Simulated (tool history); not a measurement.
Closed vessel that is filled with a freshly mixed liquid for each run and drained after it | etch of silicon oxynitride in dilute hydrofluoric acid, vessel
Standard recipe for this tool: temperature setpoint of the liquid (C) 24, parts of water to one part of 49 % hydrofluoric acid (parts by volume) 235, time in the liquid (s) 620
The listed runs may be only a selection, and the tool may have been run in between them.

run	hour	temperature setpoint of the liquid (C)	parts of water to one part of 49 % hydrofluoric acid (parts by volume)	time in the liquid (s)	read-back film thickness of the silicon oxynitride reference wafer, read on the same gauge (nm)	thickness taken off the silicon oxynitride on a monitor wafer (angstrom)
1	0	22	235	620	129.99	48.6
2	11.4	22	235	620	129.99	48.2
3	45.6	24	235	620	129.98	52.8
4	61.4	24	235	620	129.95	53.2
5	75.2	20.5	235	620	130.07	46
6	81.7	25	235	620	130.03	55.4
7	92.7	21.5	235	620	130.01	47.6
8	109.4	24	235	620	130	53.2
9	124.4	24	235	620	129.97	53.2
10	136.7	24	235	620	130.02	53.2
11	150.9	24	235	620	129.97	52.7
12	159.7	24	235	620	130.02	52.8
13	167.3	24	235	620	129.95	52.6
14	177.4	27	235	620	129.95	59.8
15	184.2	24	290	620	130.03	41.3
16	195.1	21	285	470	129.96	27.8
# hour 197: hydrofluoric acid flow meter replaced
17	209.5	28.5	305	270	130.02	20.4
18	217.2	24	135	620	130.01	100.7
19	271.1	27	175	365	130.02	49.9
# hour 273.4: thermometer replaced
20	287.3	28.5	305	270	129.95	20.4
21	304.5	24	270	620	129.97	45.3
# hour 308.1: gauge calibrated
22	317.1	24	235	620	130.03	53.7
23	326	22	150	885	129.97	116.2
24	340.7	24	235	620	129.99	53.1
25	353.6	24	325	620	130	36.1
26	363.8	20	185	620	130	57.8
27	369.9	24	140	620	130.03	96.7
28	376	20	180	770	129.97	74.4
29	387.7	20	235	880	129.98	62.1
30	396.2	24	290	350	130.03	23.4
31	404	26.5	235	935	129.99	89.5
32	412	24	330	620	129.93	35.7
33	420.5	28	290	720	130.04	56.9

Exercise: give the hidden state of the tool at every run:
liquid hotter than its thermometer reads (K): 0 across all the runs
hydrofluoric acid flow below the setpoint (%): 0 across all the runs
gauge reads high (%): 0 across all the runs

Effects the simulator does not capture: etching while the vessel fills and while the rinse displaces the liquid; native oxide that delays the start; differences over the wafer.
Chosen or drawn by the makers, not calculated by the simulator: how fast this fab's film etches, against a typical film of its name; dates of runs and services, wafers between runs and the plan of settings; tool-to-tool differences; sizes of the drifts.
